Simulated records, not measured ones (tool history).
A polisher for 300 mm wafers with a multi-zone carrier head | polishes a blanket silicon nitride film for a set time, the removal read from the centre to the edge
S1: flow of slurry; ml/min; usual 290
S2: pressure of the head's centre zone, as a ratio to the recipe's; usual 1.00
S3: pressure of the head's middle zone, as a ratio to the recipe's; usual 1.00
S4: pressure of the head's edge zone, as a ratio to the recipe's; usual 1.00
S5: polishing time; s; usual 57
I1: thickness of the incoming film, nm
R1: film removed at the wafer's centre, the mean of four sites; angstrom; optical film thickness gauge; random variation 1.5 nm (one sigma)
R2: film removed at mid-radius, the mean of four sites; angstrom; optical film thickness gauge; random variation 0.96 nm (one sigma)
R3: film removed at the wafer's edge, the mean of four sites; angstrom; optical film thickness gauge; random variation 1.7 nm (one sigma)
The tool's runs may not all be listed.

Run 1, hour 0.0: usual settings but S3 0.92, S5 46 s; I1 414.9. Result: R1 1024 angstrom, R2 910 angstrom, R3 1022 angstrom.
Run 2, hour 19.8: usual settings but S1 220 ml/min, S2 1.04, S4 0.95, S5 68 s; I1 410.6. Result: R1 1482 angstrom, R2 1377 angstrom, R3 1434 angstrom.
Run 3, hour 40.0: usual settings; I1 408.9. Result: R1 1229 angstrom, R2 1185 angstrom, R3 1242 angstrom.
Run 4, hour 67.1: usual settings; I1 411.0. Result: R1 1196 angstrom, R2 1155 angstrom, R3 1199 angstrom.
Run 5, hour 101.1: usual settings; I1 405.7. Result: R1 1164 angstrom, R2 1132 angstrom, R3 1179 angstrom.
Run 6, hour 120.6: usual settings but S2 0.89, S3 0.92; I1 411.9. Result: R1 1052 angstrom, R2 1044 angstrom, R3 1149 angstrom.
Run 7, hour 151.3: usual settings but S2 0.92, S4 0.94; I1 412.7. Result: R1 1038 angstrom, R2 1078 angstrom, R3 1108 angstrom.
Run 8, hour 164.6: usual settings but S1 215 ml/min, S2 0.95, S3 0.97; I1 407.6. Result: R1 1001 angstrom, R2 1003 angstrom, R3 1099 angstrom.
At hour 177.4: centre zone pressure recalibrated.
At hour 187.3: slurry nozzle cleaned.
Run 9, hour 191.9: usual settings but S1 245 ml/min, S3 1.03, S4 1.06, S5 38 s; I1 408.8. Result: R1 743 angstrom, R2 729 angstrom, R3 764 angstrom.
Run 10, hour 207.1: usual settings but S1 250 ml/min; I1 402.5. Result: R1 1100 angstrom, R2 1075 angstrom, R3 1134 angstrom.
At hour 227.6: worn pad replaced by a new one.
Run 11, hour 228.1: usual settings but S3 1.09, S4 0.90, S5 39 s; I1 407.0. Result: R1 834 angstrom, R2 901 angstrom, R3 806 angstrom.
At hour 254.4: carrier head's membrane replaced by a new one.
Run 12, hour 256.4: usual settings but S1 345 ml/min, S5 75 s; I1 413.1. Result: R1 1629 angstrom, R2 1597 angstrom, R3 1636 angstrom.
Run 13, hour 280.9: usual settings; I1 408.2. Result: R1 1218 angstrom, R2 1192 angstrom, R3 1205 angstrom.
Run 14, hour 316.1: usual settings but S4 1.07; I1 406.7. Result: R1 1191 angstrom, R2 1146 angstrom, R3 1219 angstrom.
Run 15, hour 332.4: usual settings; I1 408.6. Result: R1 1192 angstrom, R2 1144 angstrom, R3 1192 angstrom.
Run 16, hour 358.2: usual settings; I1 411.9. Result: R1 1170 angstrom, R2 1111 angstrom, R3 1161 angstrom.
Run 17, hour 376.7: usual settings but S1 350 ml/min; I1 414.4. Result: R1 1185 angstrom, R2 1140 angstrom, R3 1171 angstrom.
Run 18, hour 408.3: usual settings but S2 1.06, S5 70 s; I1 411.0. Result: R1 1442 angstrom, R2 1350 angstrom, R3 1350 angstrom.
Run 19, hour 431.5: usual settings but S5 66 s; I1 408.6. Result: R1 1274 angstrom, R2 1214 angstrom, R3 1285 angstrom.
Run 20, hour 454.0: usual settings but S1 370 ml/min, S3 1.05; I1 405.1. Result: R1 1114 angstrom, R2 1123 angstrom, R3 1118 angstrom.
Run 21, hour 469.0: usual settings but S1 190 ml/min, S5 39 s; I1 410.5. Result: R1 699 angstrom, R2 674 angstrom, R3 722 angstrom.
At hour 478.8: worn pad replaced by a new one.
At hour 495.8: slurry nozzle cleaned.
Run 22, hour 502.2: usual settings but S5 67 s; I1 406.6. Result: R1 1476 angstrom, R2 1405 angstrom, R3 1479 angstrom.
Run 23, hour 522.9: usual settings but S1 215 ml/min, S2 0.95, S3 0.97; I1 405.3. Result: R1 1139 angstrom, R2 1135 angstrom, R3 1184 angstrom.

Forecast each of these 3 alternatives for the next run:
Run A, hour 523.3: usual settings; I1 405.6. Result: R1 ?, R2 ?, R3 ?.
Run B, hour 523.3: usual settings but S1 210 ml/min; I1 405.6. Result: R1 ?, R2 ?, R3 ?.
Run C, hour 523.3: usual settings but S1 230 ml/min; I1 405.6. Result: R1 ?, R2 ?, R3 ?.

run    R1    R2    R3
  A  1244  1195  1221
  B  1206  1162  1195
  C  1217  1172  1203
Without the tool's hidden state the same runs would have given:
run    R1    R2    R3
  A  1308  1257  1282
  B  1270  1224  1256
  C  1282  1234  1264
